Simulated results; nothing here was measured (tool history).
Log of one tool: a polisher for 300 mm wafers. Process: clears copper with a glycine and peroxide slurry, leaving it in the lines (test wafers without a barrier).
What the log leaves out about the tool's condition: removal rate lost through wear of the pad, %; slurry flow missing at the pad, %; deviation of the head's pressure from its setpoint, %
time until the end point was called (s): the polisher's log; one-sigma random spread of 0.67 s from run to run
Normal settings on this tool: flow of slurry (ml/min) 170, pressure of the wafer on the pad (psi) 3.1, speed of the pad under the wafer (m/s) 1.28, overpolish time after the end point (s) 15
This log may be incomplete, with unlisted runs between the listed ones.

run,hour,flow of slurry (ml/min),pressure of the wafer on the pad (psi),speed of the pad under the wafer (m/s),overpolish time after the end point (s),wafers since the last listed run,wafers polished on this pad,hours since the slurry nozzle was cleaned,hours since the head pressure was calibrated,"incoming thickness of the incoming film, nm",time until the end point was called (s)
1,0.0,170,2.5,1.28,15,0,253,235.5,643.2,470.9,69.0
2,13.7,170,2.5,1.28,15,80,333,249.2,656.9,474.7,68.6
3,23.5,170,3.1,1.28,15,57,391,259.0,666.7,474.9,59.1
4,40.2,170,3.1,1.28,15,97,489,275.7,683.4,470.5,59.3
5,47.2,170,3.7,1.28,15,41,530,282.7,690.4,463.8,50.7
6,59.3,170,3.1,1.28,15,70,601,294.8,702.5,461.1,58.9
7,69.4,170,3.1,1.28,15,59,660,304.9,712.6,466.9,58.5
# hour 75.0: head pressure recalibrated
8,76.8,170,3.1,1.28,15,31,692,312.3,1.8,466.2,59.0
9,89.6,170,3.1,1.28,15,75,767,325.1,14.6,470.0,60.2
10,104.1,135,3.1,1.28,15,84,852,339.6,29.1,470.6,62.8
# hour 115.5: worn pad replaced by a new one
# hour 116.7: slurry nozzle cleaned
11,117.9,170,3.1,1.28,15,51,8,1.2,42.9,465.6,54.9
12,124.3,170,3.1,1.28,15,37,45,7.6,49.3,468.7,54.7
13,131.4,170,3.1,0.88,15,41,87,14.7,56.4,471.9,77.9
14,149.3,170,3.1,0.96,8,104,192,32.6,74.3,472.7,71.9
15,165.1,120,3.1,1.16,15,92,285,48.4,90.1,470.3,65.1

Expected results for the next run?
16,182.4,115,3.1,1.28,24,101,386,65.7,107.4,465.2,?

{"run 16": {"time until the end point was called (s)": 60.5}}
Without the tool's hidden state the same run would have given time until the end point was called (s) 59.4.

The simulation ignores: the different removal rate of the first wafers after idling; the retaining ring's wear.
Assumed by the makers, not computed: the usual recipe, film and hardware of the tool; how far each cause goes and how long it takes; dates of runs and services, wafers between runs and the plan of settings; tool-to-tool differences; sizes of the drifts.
